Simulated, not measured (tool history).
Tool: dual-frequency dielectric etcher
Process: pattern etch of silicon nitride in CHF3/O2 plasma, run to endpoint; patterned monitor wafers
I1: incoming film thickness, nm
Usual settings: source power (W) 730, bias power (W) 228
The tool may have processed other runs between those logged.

{"run": 1, "hour": 0.0, "source power (W)": 730, "bias power (W)": 228, "I1": 85.7, "endpoint time (s)": 49.6}
{"run": 2, "hour": 92.8, "source power (W)": 730, "bias power (W)": 228, "I1": 85.4, "endpoint time (s)": 49.0}
{"run": 3, "hour": 190.4, "source power (W)": 730, "bias power (W)": 228, "I1": 86.2, "endpoint time (s)": 49.8}
{"run": 4, "hour": 265.5, "source power (W)": 730, "bias power (W)": 272, "I1": 85.8, "endpoint time (s)": 45.5}
{"run": 5, "hour": 324.0, "source power (W)": 730, "bias power (W)": 228, "I1": 87.2, "endpoint time (s)": 50.3}
{"run": 6, "hour": 362.1, "source power (W)": 730, "bias power (W)": 228, "I1": 85.8, "endpoint time (s)": 49.9}
{"hour": 419.2, "done": "wet clean of the chamber"}
{"run": 7, "hour": 434.3, "source power (W)": 730, "bias power (W)": 228, "I1": 86.1, "endpoint time (s)": 49.8}
{"run": 8, "hour": 491.6, "source power (W)": 730, "bias power (W)": 250, "I1": 86.0, "endpoint time (s)": 47.9}
{"run": 9, "hour": 567.2, "source power (W)": 730, "bias power (W)": 250, "I1": 86.4, "endpoint time (s)": 48.2}
{"run": 10, "hour": 607.8, "source power (W)": 730, "bias power (W)": 250, "I1": 86.0, "endpoint time (s)": 47.8}
{"run": 11, "hour": 668.7, "source power (W)": 730, "bias power (W)": 228, "I1": 86.8, "endpoint time (s)": 50.2}
{"run": 12, "hour": 743.4, "source power (W)": 730, "bias power (W)": 228, "I1": 86.2, "endpoint time (s)": 50.3}
{"run": 13, "hour": 819.4, "source power (W)": 730, "bias power (W)": 228, "I1": 86.6, "endpoint time (s)": 49.7}
{"run": 14, "hour": 873.8, "source power (W)": 730, "bias power (W)": 228, "I1": 85.9, "endpoint time (s)": 50.1}
{"hour": 900.4, "done": "wet clean of the chamber"}
{"run": 15, "hour": 927.5, "source power (W)": 730, "bias power (W)": 199, "I1": 85.5, "endpoint time (s)": 53.2}
{"run": 16, "hour": 1027.8, "source power (W)": 730, "bias power (W)": 199, "I1": 86.3, "endpoint time (s)": 52.9}
{"run": 17, "hour": 1118.4, "source power (W)": 730, "bias power (W)": 199, "I1": 85.3, "endpoint time (s)": 52.6}
{"run": 18, "hour": 1167.2, "source power (W)": 730, "bias power (W)": 228, "I1": 86.2, "endpoint time (s)": 50.2}
{"hour": 1217.9, "done": "bias power generator calibrated"}
{"run": 19, "hour": 1261.0, "source power (W)": 730, "bias power (W)": 228, "I1": 86.0, "endpoint time (s)": 48.4}
{"run": 20, "hour": 1309.5, "source power (W)": 820, "bias power (W)": 228, "I1": 86.4, "endpoint time (s)": 46.6}
{"hour": 1355.0, "done": "wet clean of the chamber"}
{"run": 21, "hour": 1355.5, "source power (W)": 650, "bias power (W)": 255, "I1": 86.6, "endpoint time (s)": 48.8}
{"hour": 1404.4, "done": "upper electrode replaced, of another model than before"}
{"run": 22, "hour": 1445.9, "source power (W)": 640, "bias power (W)": 261, "I1": 85.9, "endpoint time (s)": 48.4}
{"run": 23, "hour": 1520.4, "source power (W)": 560, "bias power (W)": 228, "I1": 86.1, "endpoint time (s)": 57.7}
{"run": 24, "hour": 1615.3, "source power (W)": 730, "bias power (W)": 228, "I1": 85.4, "endpoint time (s)": 49.2}
{"run": 25, "hour": 1721.8, "source power (W)": 790, "bias power (W)": 273, "I1": 86.1, "endpoint time (s)": 41.5}
{"hour": 1793.3, "done": "wet clean of the chamber"}
{"run": 26, "hour": 1793.8, "source power (W)": 850, "bias power (W)": 272, "I1": 86.5, "endpoint time (s)": 40.4}
{"hour": 1829.3, "done": "source power generator calibrated"}
{"run": 27, "hour": 1868.2, "source power (W)": 570, "bias power (W)": 228, "I1": 85.7, "endpoint time (s)": 57.7}
{"run": 28, "hour": 1909.3, "source power (W)": 820, "bias power (W)": 228, "I1": 86.1, "endpoint time (s)": 46.7}
{"run": 29, "hour": 1979.5, "source power (W)": 730, "bias power (W)": 228, "I1": 85.6, "endpoint time (s)": 49.5}
{"run": 30, "hour": 2049.1, "source power (W)": 730, "bias power (W)": 228, "I1": 85.4, "endpoint time (s)": 49.6}
{"run": 31, "hour": 2133.7, "source power (W)": 730, "bias power (W)": 201, "I1": 86.7, "endpoint time (s)": 55.2}
{"run": 32, "hour": 2202.8, "source power (W)": 730, "bias power (W)": 228, "I1": 86.7, "endpoint time (s)": 49.6}
{"hour": 2270.1, "done": "wet clean of the chamber"}
{"run": 33, "hour": 2270.6, "source power (W)": 730, "bias power (W)": 185, "I1": 86.1, "endpoint time (s)": 58.2}
{"run": 34, "hour": 2365.5, "source power (W)": 620, "bias power (W)": 244, "I1": 86.5, "endpoint time (s)": 52.7}

Below, some changes in endpoint time (s) between adjacent runs. For each, the amount present without the hidden state too (settings, incoming material, random variation) and the amount remaining for the hidden state with gauge scatter not shared by both compared results:
Hidden state present: etch rate over this chamber's usual, %; source power that arrives over what is set, %; bias power that arrives over what is set, %.
Run 18 -> 19: bias power generator calibrated. endpoint time (s) -1.8: hidden state -1.2, all else -0.6.
Run 21 -> 22: source power (W) 650 -> 640, bias power (W) 255 -> 261, upper electrode replaced, of another model than before. endpoint time (s) -0.4: hidden state +0.3, all else -0.7.
Run 22 -> 23: source power (W) 640 -> 560, bias power (W) 261 -> 228. endpoint time (s) +9.3: hidden state +0.1, all else +9.2.
Run 26 -> 27: source power (W) 850 -> 570, bias power (W) 272 -> 228, source power generator calibrated. endpoint time (s) +17.3: hidden state +0.4, all else +16.9.
Run 27 -> 28: source power (W) 570 -> 820. endpoint time (s) -11.0: hidden state -0.3, all else -10.7.

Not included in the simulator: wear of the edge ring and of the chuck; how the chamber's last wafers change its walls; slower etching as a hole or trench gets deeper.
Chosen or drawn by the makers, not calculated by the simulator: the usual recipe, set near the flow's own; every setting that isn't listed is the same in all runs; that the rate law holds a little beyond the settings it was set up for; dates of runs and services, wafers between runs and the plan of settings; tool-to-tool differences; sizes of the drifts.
